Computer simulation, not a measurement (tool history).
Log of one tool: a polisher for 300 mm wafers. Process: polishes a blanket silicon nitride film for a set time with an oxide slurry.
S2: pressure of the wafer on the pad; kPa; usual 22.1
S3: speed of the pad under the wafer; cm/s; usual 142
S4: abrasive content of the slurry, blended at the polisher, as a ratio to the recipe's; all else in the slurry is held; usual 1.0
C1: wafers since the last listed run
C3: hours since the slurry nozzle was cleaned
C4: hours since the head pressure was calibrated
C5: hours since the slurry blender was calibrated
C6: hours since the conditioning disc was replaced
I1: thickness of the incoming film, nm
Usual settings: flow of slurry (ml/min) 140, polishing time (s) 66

run 1 hour=0.0 | flow_of_slurry_(ml/min)=140 S2=22.1 S3=142 S4=1.0 polishing_time_(s)=66 | C1=0 wafers_polished_on_this_pad=685 C3=103.3 C4=329.6 C5=213.8 C6=75.6 | I1=630.9 | film_removed_(nm)=36.0
run 2 hour=39.6 | flow_of_slurry_(ml/min)=140 S2=22.1 S3=142 S4=1.0 polishing_time_(s)=66 | C1=410 wafers_polished_on_this_pad=1096 C3=142.9 C4=369.2 C5=253.4 C6=115.2 | I1=652.7 | film_removed_(nm)=34.6
run 3 hour=86.4 | flow_of_slurry_(ml/min)=140 S2=22.1 S3=142 S4=1.0 polishing_time_(s)=66 | C1=485 wafers_polished_on_this_pad=1581 C3=189.7 C4=416.0 C5=300.2 C6=162.0 | I1=648.4 | film_removed_(nm)=34.6
run 4 hour=125.0 | flow_of_slurry_(ml/min)=140 S2=22.1 S3=142 S4=1.0 polishing_time_(s)=66 | C1=400 wafers_polished_on_this_pad=1982 C3=228.3 C4=454.6 C5=338.8 C6=200.6 | I1=635.0 | film_removed_(nm)=34.2
-- hour=130.2 slurry blender recalibrated
-- hour=162.7 worn pad replaced by a new one
run 5 hour=184.2 | flow_of_slurry_(ml/min)=140 S2=22.1 S3=142 S4=1.0 polishing_time_(s)=66 | C1=552 wafers_polished_on_this_pad=223 C3=287.5 C4=513.8 C5=54.0 C6=259.8 | I1=643.2 | film_removed_(nm)=37.5
-- hour=192.6 head pressure recalibrated
run 6 hour=243.3 | flow_of_slurry_(ml/min)=140 S2=22.1 S3=142 S4=0.9 polishing_time_(s)=66 | C1=592 wafers_polished_on_this_pad=815 C3=346.6 C4=50.7 C5=113.1 C6=318.9 | I1=631.8 | film_removed_(nm)=35.7
run 7 hour=294.8 | flow_of_slurry_(ml/min)=140 S2=22.1 S3=142 S4=0.9 polishing_time_(s)=66 | C1=534 wafers_polished_on_this_pad=1350 C3=398.1 C4=102.2 C5=164.6 C6=370.4 | I1=649.9 | film_removed_(nm)=34.6
run 8 hour=360.5 | flow_of_slurry_(ml/min)=140 S2=22.1 S3=142 S4=0.9 polishing_time_(s)=66 | C1=681 wafers_polished_on_this_pad=2031 C3=463.8 C4=167.9 C5=230.3 C6=436.1 | I1=627.8 | film_removed_(nm)=33.3
-- hour=386.4 conditioning disc replaced and pad reconditioned
-- hour=390.9 worn pad replaced by a new one
run 9 hour=409.7 | flow_of_slurry_(ml/min)=140 S2=22.1 S3=142 S4=1.0 polishing_time_(s)=66 | C1=448 wafers_polished_on_this_pad=195 C3=513.0 C4=217.1 C5=279.5 C6=23.3 | I1=647.3 | film_removed_(nm)=34.8
run 10 hour=460.4 | flow_of_slurry_(ml/min)=140 S2=24.8 S3=142 S4=1.0 polishing_time_(s)=66 | C1=526 wafers_polished_on_this_pad=721 C3=563.7 C4=267.8 C5=330.2 C6=74.0 | I1=648.6 | film_removed_(nm)=39.0
-- hour=484.1 slurry nozzle cleaned
-- hour=499.2 slurry blender recalibrated
run 11 hour=528.4 | flow_of_slurry_(ml/min)=140 S2=29.6 S3=142 S4=1.0 polishing_time_(s)=85 | C1=674 wafers_polished_on_this_pad=1395 C3=44.3 C4=335.8 C5=29.2 C6=142.0 | I1=643.8 | film_removed_(nm)=67.7
run 12 hour=559.2 | flow_of_slurry_(ml/min)=140 S2=22.1 S3=178 S4=1.0 polishing_time_(s)=49 | C1=319 wafers_polished_on_this_pad=1715 C3=75.1 C4=366.6 C5=60.0 C6=172.8 | I1=651.7 | film_removed_(nm)=33.1
run 13 hour=583.4 | flow_of_slurry_(ml/min)=140 S2=22.1 S3=142 S4=1.0 polishing_time_(s)=66 | C1=251 wafers_polished_on_this_pad=1966 C3=99.3 C4=390.8 C5=84.2 C6=197.0 | I1=634.1 | film_removed_(nm)=38.2
-- hour=597.5 worn pad replaced by a new one
run 14 hour=619.0 | flow_of_slurry_(ml/min)=140 S2=22.1 S3=142 S4=1.0 polishing_time_(s)=66 | C1=327 wafers_polished_on_this_pad=223 C3=134.9 C4=426.4 C5=119.8 C6=232.6 | I1=638.9 | film_removed_(nm)=36.9
run 15 hour=678.0 | flow_of_slurry_(ml/min)=140 S2=22.1 S3=142 S4=1.0 polishing_time_(s)=66 | C1=612 wafers_polished_on_this_pad=835 C3=193.9 C4=485.4 C5=178.8 C6=291.6 | I1=635.9 | film_removed_(nm)=36.6
run 16 hour=703.8 | flow_of_slurry_(ml/min)=110 S2=18.6 S3=142 S4=1.0 polishing_time_(s)=66 | C1=267 wafers_polished_on_this_pad=1103 C3=219.7 C4=511.2 C5=204.6 C6=317.4 | I1=634.2 | film_removed_(nm)=29.6
run 17 hour=741.4 | flow_of_slurry_(ml/min)=120 S2=22.1 S3=142 S4=0.9 polishing_time_(s)=66 | C1=390 wafers_polished_on_this_pad=1493 C3=257.3 C4=548.8 C5=242.2 C6=355.0 | I1=636.4 | film_removed_(nm)=33.5

Forecast run 18:
run 18 hour=767.0 | flow_of_slurry_(ml/min)=180 S2=22.1 S3=142 S4=1.0 polishing_time_(s)=66 | C1=265 wafers_polished_on_this_pad=1759 C3=282.9 C4=574.4 C5=267.8 C6=380.6 | I1=644.4 | film_removed_(nm)=?

film removed (nm): 36.7
Without the tool's hidden state the same run would have given film removed (nm) 42.4.
